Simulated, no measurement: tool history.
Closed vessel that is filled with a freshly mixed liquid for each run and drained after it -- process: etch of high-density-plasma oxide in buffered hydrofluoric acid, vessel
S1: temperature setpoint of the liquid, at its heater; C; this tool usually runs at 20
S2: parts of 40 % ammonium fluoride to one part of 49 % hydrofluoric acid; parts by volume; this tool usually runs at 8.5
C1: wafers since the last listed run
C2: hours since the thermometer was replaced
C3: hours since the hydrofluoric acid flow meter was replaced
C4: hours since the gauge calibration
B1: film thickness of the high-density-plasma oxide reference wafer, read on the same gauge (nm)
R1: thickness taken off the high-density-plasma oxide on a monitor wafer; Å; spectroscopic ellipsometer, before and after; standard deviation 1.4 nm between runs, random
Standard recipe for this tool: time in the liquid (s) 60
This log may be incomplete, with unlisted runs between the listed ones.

Run 1, day 0: usual settings but S2 7 parts by volume; C1 0; C2 483.2; C3 2265.9; C4 132.1; B1 119.96. Result: R1 2128.5 Å.
Run 2, day 0.429: usual settings but S1 22.5 C; C1 707; C2 493.5; C3 2276.2; C4 142.4; B1 120.05. Result: R1 2007.6 Å.
Run 3, day 0.975: usual settings but time in the liquid (s) 80; C1 900; C2 506.6; C3 2289.3; C4 155.5; B1 120. Result: R1 2323.8 Å.
Run 4, day 1.517: usual settings but time in the liquid (s) 80; C1 893; C2 519.6; C3 2302.3; C4 168.5; B1 119.98. Result: R1 2314.4 Å.
Run 5, day 2.162: usual settings but time in the liquid (s) 80; C1 1064; C2 535.1; C3 2317.8; C4 184; B1 120.05. Result: R1 2346.1 Å.
Run 6, day 2.525: usual settings; C1 597; C2 543.8; C3 2326.5; C4 192.7; B1 119.98. Result: R1 1755.2 Å.
Run 7, day 2.842: usual settings; C1 522; C2 551.4; C3 2334.1; C4 200.3; B1 120.01. Result: R1 1764.3 Å.
Run 8, day 3.271: usual settings; C1 707; C2 561.7; C3 2344.4; C4 210.6; B1 119.97. Result: R1 1732 Å.
Run 9, day 3.625: usual settings; C1 584; C2 570.2; C3 2352.9; C4 219.1; B1 120.01. Result: R1 1749.2 Å.
At day 4.096: gauge calibrated.
Run 10, day 4.238: usual settings; C1 1009; C2 584.9; C3 2367.6; C4 3.4; B1 120.02. Result: R1 1788.3 Å.
Run 11, day 4.675: usual settings but S2 5.5 parts by volume; C1 721; C2 595.4; C3 2378.1; C4 13.9; B1 120.01. Result: R1 2680.4 Å.
At day 4.746: thermometer replaced.
Run 12, day 5.329: usual settings but S1 22.5 C; C1 1009; C2 14; C3 2393.8; C4 29.6; B1 120.06. Result: R1 1865.1 Å.
At day 5.688: hydrofluoric acid flow meter replaced.
Run 13, day 5.817: usual settings but S1 17 C, S2 7 parts by volume; C1 735; C2 25.7; C3 3.1; C4 41.3; B1 120.06. Result: R1 1688.6 Å.
Run 14, day 6.371: usual settings but time in the liquid (s) 50; C1 913; C2 39; C3 16.4; C4 54.6; B1 120.03. Result: R1 1361.1 Å.
Run 15, day 7.112: usual settings but S1 22.5 C, S2 10.5 parts by volume, time in the liquid (s) 45; C1 1222; C2 56.8; C3 34.2; C4 72.4; B1 120.01. Result: R1 1176.9 Å.
Run 16, day 7.733: usual settings but S1 24 C, S2 6.5 parts by volume, time in the liquid (s) 75; C1 1023; C2 71.7; C3 49.1; C4 87.3; B1 119.96. Result: R1 3365.1 Å.
Run 17, day 8.167: usual settings but S1 24 C, S2 12 parts by volume, time in the liquid (s) 30; C1 714; C2 82.1; C3 59.5; C4 97.7; B1 120.04. Result: R1 746 Å.
Run 18, day 8.804: usual settings but S2 6 parts by volume, time in the liquid (s) 40; C1 1051; C2 97.4; C3 74.8; C4 113; B1 120.01. Result: R1 1522.2 Å.
Run 19, day 9.438: usual settings; C1 1044; C2 112.6; C3 90; C4 128.2; B1 119.97. Result: R1 1618.6 Å.
Run 20, day 9.933: usual settings but S2 10 parts by volume; C1 817; C2 124.5; C3 101.9; C4 140.1; B1 119.97. Result: R1 1423.5 Å.

Forecast each of these 4 alternatives for the next run:
Run A, day 9.962: usual settings; C1 48; C2 125.2; C3 102.6; C4 140.8; B1 ?. Result: R1 ?.
Run B, day 9.962: usual settings but S2 7.5 parts by volume; C1 48; C2 125.2; C3 102.6; C4 140.8; B1 ?. Result: R1 ?.
Run C, day 9.962: usual settings but S1 18.5 C, S2 5 parts by volume, time in the liquid (s) 30; C1 48; C2 125.2; C3 102.6; C4 140.8; B1 ?. Result: R1 ?.
Run D, day 9.962: usual settings but S1 24.5 C, S2 10.5 parts by volume, time in the liquid (s) 80; C1 48; C2 125.2; C3 102.6; C4 140.8; B1 ?. Result: R1 ?.

run      B1      R1
  A  119.98  1652.6
  B  119.98  1892.5
  C  119.98  1250.4
  D  119.98  2366.6
Had the tool no hidden state, the same runs would have come out as:
run      R1
  A  1603.5
  B  1836.3
  C    1213
  D  2298.2
